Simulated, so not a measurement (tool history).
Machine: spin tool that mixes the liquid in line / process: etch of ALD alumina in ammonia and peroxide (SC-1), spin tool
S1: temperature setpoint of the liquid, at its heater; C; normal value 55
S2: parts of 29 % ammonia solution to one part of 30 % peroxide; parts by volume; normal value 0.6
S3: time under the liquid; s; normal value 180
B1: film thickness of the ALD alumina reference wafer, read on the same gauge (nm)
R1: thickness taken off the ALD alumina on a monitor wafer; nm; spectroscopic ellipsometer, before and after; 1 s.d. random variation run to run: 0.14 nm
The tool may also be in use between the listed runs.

{"run": 1, "hour": 0.0, "S1": 55, "S2": 0.6, "S3": 180, "B1": 107.93, "R1": 23.09}
{"run": 2, "hour": 23.8, "S1": 50.5, "S2": 0.6, "S3": 180, "B1": 107.78, "R1": 18.06}
{"hour": 58.7, "done": "ammonia flow meter replaced"}
{"run": 3, "hour": 59.2, "S1": 50.5, "S2": 0.6, "S3": 180, "B1": 107.53, "R1": 18.03}
{"run": 4, "hour": 93.4, "S1": 50.5, "S2": 0.6, "S3": 180, "B1": 107.33, "R1": 17.79}
{"run": 5, "hour": 128.6, "S1": 55, "S2": 0.6, "S3": 180, "B1": 107.07, "R1": 23}
{"run": 6, "hour": 146.4, "S1": 55, "S2": 0.6, "S3": 180, "B1": 106.95, "R1": 23.16}
{"hour": 162.9, "done": "new drum of ammonia solution connected"}
{"run": 7, "hour": 175.2, "S1": 55, "S2": 0.6, "S3": 180, "B1": 106.71, "R1": 22.66}
{"run": 8, "hour": 204.7, "S1": 55, "S2": 0.6, "S3": 180, "B1": 106.47, "R1": 22.68}
{"run": 9, "hour": 239.2, "S1": 55, "S2": 0.6, "S3": 260, "B1": 106.19, "R1": 32.61}
{"run": 10, "hour": 261.2, "S1": 55, "S2": 0.6, "S3": 260, "B1": 105.99, "R1": 32.76}
{"hour": 282.0, "done": "gauge calibrated"}
{"run": 11, "hour": 290.2, "S1": 62, "S2": 0.4, "S3": 180, "B1": 109.45, "R1": 32.61}
{"run": 12, "hour": 306.0, "S1": 55, "S2": 0.6, "S3": 180, "B1": 109.46, "R1": 23.39}
{"run": 13, "hour": 337.9, "S1": 64, "S2": 0.6, "S3": 180, "B1": 109.41, "R1": 37.03}
{"hour": 343.7, "done": "thermometer replaced"}
{"run": 14, "hour": 351.9, "S1": 55, "S2": 0.6, "S3": 180, "B1": 109.42, "R1": 23.54}
{"run": 15, "hour": 384.1, "S1": 60, "S2": 0.35, "S3": 180, "B1": 109.38, "R1": 29.04}
{"run": 16, "hour": 401.3, "S1": 55, "S2": 0.6, "S3": 180, "B1": 109.35, "R1": 23.32}
{"hour": 431.3, "done": "heated supply line repaired"}
{"run": 17, "hour": 436.4, "S1": 51, "S2": 0.6, "S3": 180, "B1": 109.32, "R1": 18.89}
{"hour": 439.5, "done": "ammonia flow meter replaced"}
{"run": 18, "hour": 464.4, "S1": 51.5, "S2": 0.4, "S3": 125, "B1": 109.28, "R1": 12.93}
{"run": 19, "hour": 485.7, "S1": 55, "S2": 0.6, "S3": 255, "B1": 109.24, "R1": 33.35}
{"run": 20, "hour": 521.1, "S1": 55, "S2": 0.6, "S3": 180, "B1": 109.16, "R1": 23.41}
{"run": 21, "hour": 552.8, "S1": 55, "S2": 0.6, "S3": 180, "B1": 109.09, "R1": 23.1}
{"run": 22, "hour": 575.7, "S1": 55, "S2": 0.75, "S3": 180, "B1": 109, "R1": 23.83}
{"run": 23, "hour": 595.2, "S1": 55, "S2": 0.6, "S3": 115, "B1": 108.96, "R1": 14.9}
{"run": 24, "hour": 628.7, "S1": 48.5, "S2": 0.85, "S3": 220, "B1": 108.83, "R1": 20.69}
{"run": 25, "hour": 641.6, "S1": 62, "S2": 0.6, "S3": 180, "B1": 108.8, "R1": 33.43}

Table of differences, measured result less the result of that run with no hidden state. Run-to-run variation is the same in both. Gauge scatter possibly is not:
The hidden state here: liquid hotter than its thermometer reads (K); ammonia flow above the setpoint (%); temperature lost on the way to the wafer (K); ammonia solution weaker than its label (%); gauge reads high (%).
run=1 R1=-0.44
run=2 R1=-0.37
run=3 R1=-0.41
run=4 R1=-0.44
run=5 R1=-0.63
run=6 R1=-0.66
run=7 R1=-0.7
run=8 R1=-0.75
run=9 R1=-1.17
run=10 R1=-1.24
run=11 R1=-0.16
run=12 R1=-0.12
run=13 R1=-0.19
run=14 R1=-0.12
run=15 R1=-0.16
run=16 R1=-0.13
run=17 R1=-0.11
run=18 R1=-0.08
run=19 R1=-0.23
run=20 R1=-0.18
run=21 R1=-0.2
run=22 R1=-0.21
run=23 R1=-0.14
run=24 R1=-0.22
run=25 R1=-0.37

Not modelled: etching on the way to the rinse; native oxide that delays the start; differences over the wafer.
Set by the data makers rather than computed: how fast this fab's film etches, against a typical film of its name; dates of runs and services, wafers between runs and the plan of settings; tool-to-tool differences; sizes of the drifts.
